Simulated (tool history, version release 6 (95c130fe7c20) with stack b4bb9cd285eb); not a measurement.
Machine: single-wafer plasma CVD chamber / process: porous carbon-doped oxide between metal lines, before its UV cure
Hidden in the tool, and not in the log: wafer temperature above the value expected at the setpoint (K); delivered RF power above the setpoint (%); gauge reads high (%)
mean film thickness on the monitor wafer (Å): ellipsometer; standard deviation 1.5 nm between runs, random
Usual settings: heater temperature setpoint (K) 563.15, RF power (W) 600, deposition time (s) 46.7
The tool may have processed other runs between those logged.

run   hour  heater temperature setpoint (K)  RF power (W)  deposition time (s)  wafers since the last listed run  hours since the last thermocouple change  hours since the last RF generator calibration  hours since the showerhead was replaced  hours since the gauge calibration  read-back reference wafer on the same gauge, thickness_nm  mean film thickness on the monitor wafer (Å)
  1      0                           563.15           600                 46.7                                 0                                    1488.7                                          995.1                                   6923.4                              268.4                                                    297.137                                       3066.19
      40.5  -- gauge calibrated
  2   73.6                           563.15           600                 46.7                              1504                                    1562.3                                         1068.7                                     6997                               33.1                                                    296.608                                       3085.71
  3   93.9                           563.15           600                 46.7                               414                                    1582.6                                           1089                                   7017.3                               53.4                                                    297.132                                       3089.09
  4  127.5                           563.15           600                 46.7                               686                                    1616.2                                         1122.6                                   7050.9                                 87                                                    296.958                                       3103.11
  5    163                           563.15           600                 46.7                               725                                    1651.7                                         1158.1                                   7086.4                              122.5                                                    297.106                                       3086.45
  6  188.8                           563.15           600                 46.7                               527                                    1677.5                                         1183.9                                   7112.2                              148.3                                                    297.122                                       3100.35
  7    207                           554.15           600                 46.7                               372                                    1695.7                                         1202.1                                   7130.4                              166.5                                                    297.341                                       3272.34
  8  228.4                           563.15           600                 42.6                               437                                    1717.1                                         1223.5                                   7151.8                              187.9                                                    296.977                                       2818.35
  9  250.1                           563.15           600                 42.6                               443                                    1738.8                                         1245.2                                   7173.5                              209.6                                                    296.955                                        2802.2
 10  280.1                           563.15           600                 42.6                               613                                    1768.8                                         1275.2                                   7203.5                              239.6                                                    297.006                                       2837.39
 11  304.6                           569.15           525                 52.3                               500                                    1793.3                                         1299.7                                     7228                              264.1                                                    297.221                                       2997.45
 12    318                           563.15           600                 46.7                               273                                    1806.7                                         1313.1                                   7241.4                              277.5                                                    296.891                                       3103.49
 13  334.1                           552.15           540                 40.7                               329                                    1822.8                                         1329.2                                   7257.5                              293.6                                                    297.334                                       2684.66
 14  356.2                           551.15           720                 55.7                               451                                    1844.9                                         1351.3                                   7279.6                              315.7                                                    296.881                                        4529.3
     383.7  -- showerhead replaced
     390.8  -- RF generator calibrated
 15  392.2                           563.15           600                 46.7                               425                                    1880.9                                            1.4                                      8.5                              351.7                                                    296.982                                       3074.94
     402.9  -- gauge calibrated
 16  408.1                           563.15           645                 46.7                               325                                    1896.8                                           17.3                                     24.4                                5.2                                                    297.102                                       3268.22
 17    436                           568.15           555                   40                               570                                    1924.7                                           45.2                                     52.3                               33.1                                                    296.823                                       2427.58
     447.1  -- thermocouple changed; heater temperature recalibrated
 18  448.8                           551.15           720                 55.7                                98                                       1.7                                             58                                     65.1                               45.9                                                     296.86                                       4505.61
 19  481.8                           563.15           510                 54.2                               674                                      34.7                                             91                                     98.1                               78.9                                                     296.47                                       3176.87
 20  514.4                           549.15           600                 40.1                               666                                      67.3                                          123.6                                    130.7                              111.5                                                    297.293                                       2950.88
 21  598.1                           563.15           600                 43.4                              1710                                       151                                          207.3                                    214.4                              195.2                                                    297.045                                       2879.26

Forecast each of these 3 alternatives for the next run:
  A  598.5                           549.15           600                 46.7                                 8                                     151.4                                          207.7                                    214.8                              195.6                                                          ?                                             ?
  B  598.5                           577.15           505                 53.5                                 8                                     151.4                                          207.7                                    214.8                              195.6                                                          ?                                             ?
  C  598.5                           563.15           600                   40                                 8                                     151.4                                          207.7                                    214.8                              195.6                                                          ?                                             ?

run  read-back reference wafer on the same gauge, thickness_nm  mean film thickness on the monitor wafer (Å)
  A                                                    296.646                                       3401.13
  B                                                    296.646                                       2833.57
  C                                                    296.646                                       2644.13
Had the tool no hidden state, the same runs would have come out as:
run  mean film thickness on the monitor wafer (Å)
  A                                       3401.13
  B                                       2833.57
  C                                       2644.13
